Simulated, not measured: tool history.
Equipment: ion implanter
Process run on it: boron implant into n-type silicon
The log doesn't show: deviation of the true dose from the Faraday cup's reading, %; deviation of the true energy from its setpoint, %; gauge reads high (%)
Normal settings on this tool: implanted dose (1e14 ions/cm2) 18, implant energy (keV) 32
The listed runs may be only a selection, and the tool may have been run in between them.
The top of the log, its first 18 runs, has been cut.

| run | day | implanted dose (1e14 ions/cm2) | implant energy (keV) | wafers since the last listed run | hours since the last dose calibration | hours since the extraction supply was calibrated | hours since the gauge calibration | read-back reference wafer on the same gauge, sheet resistance | sheet resistance of the implanted and annealed layer (ohm/square) |
|---|---|---|---|---|---|---|---|---|---|
|  | 35.283 | gauge calibrated |
| 19 | 36.562 | 14.53 | 22 | 784 | 521.8 | 365 | 30.7 | 64.68 | 92.76 |
|  | 37.362 | Faraday cup replaced and dose calibrated |
| 20 | 37.85 | 16.23 | 38 | 329 | 11.7 | 395.9 | 61.6 | 64.72 | 80.33 |
| 21 | 40.25 | 18 | 28 | 829 | 69.3 | 453.5 | 119.2 | 64.67 | 77.45 |
| 22 | 42.054 | 21.6 | 21.5 | 623 | 112.6 | 496.8 | 162.5 | 64.67 | 74.19 |
| 23 | 44.371 | 18 | 32 | 800 | 168.2 | 552.4 | 218.1 | 64.69 | 76.27 |
| 24 | 46.825 | 15.55 | 35 | 847 | 227.1 | 611.3 | 277 | 64.69 | 83.65 |
| 25 | 48.404 | 22.62 | 24 | 545 | 265 | 649.2 | 314.9 | 64.7 | 70.85 |
| 26 | 51.046 | 13.43 | 38.5 | 912 | 328.4 | 712.6 | 378.3 | 64.72 | 93.15 |
| 27 | 54.004 | 18 | 32 | 1022 | 399.4 | 783.6 | 449.3 | 64.72 | 76.78 |
| 28 | 56.912 | 21.59 | 25.5 | 1004 | 469.2 | 853.4 | 519.1 | 64.67 | 71.56 |
| 29 | 58.504 | 18 | 39.5 | 549 | 507.4 | 891.6 | 557.3 | 64.73 | 75.68 |
| 30 | 59.733 | 14.39 | 36 | 424 | 536.9 | 921.1 | 586.8 | 64.72 | 89.5 |
|  | 61.367 | Faraday cup replaced and dose calibrated |
| 31 | 61.458 | 18 | 25 | 480 | 2.2 | 962.5 | 628.2 | 64.71 | 79.04 |
| 32 | 62.504 | 19.61 | 36.5 | 361 | 27.3 | 987.6 | 653.3 | 64.7 | 71.14 |

For run 33, what comes out?
| 33 | 63.733 | 15.52 | 25.5 | 424 | 56.8 | 1017.1 | 682.8 | ? | ? |

Run 33 came out at read-back reference wafer on the same gauge, sheet resistance 64.71, sheet resistance of the implanted and annealed layer (ohm/square) 86.23.
Had the tool carried no hidden state, the very same run would have given sheet resistance of the implanted and annealed layer (ohm/square) 86.17.
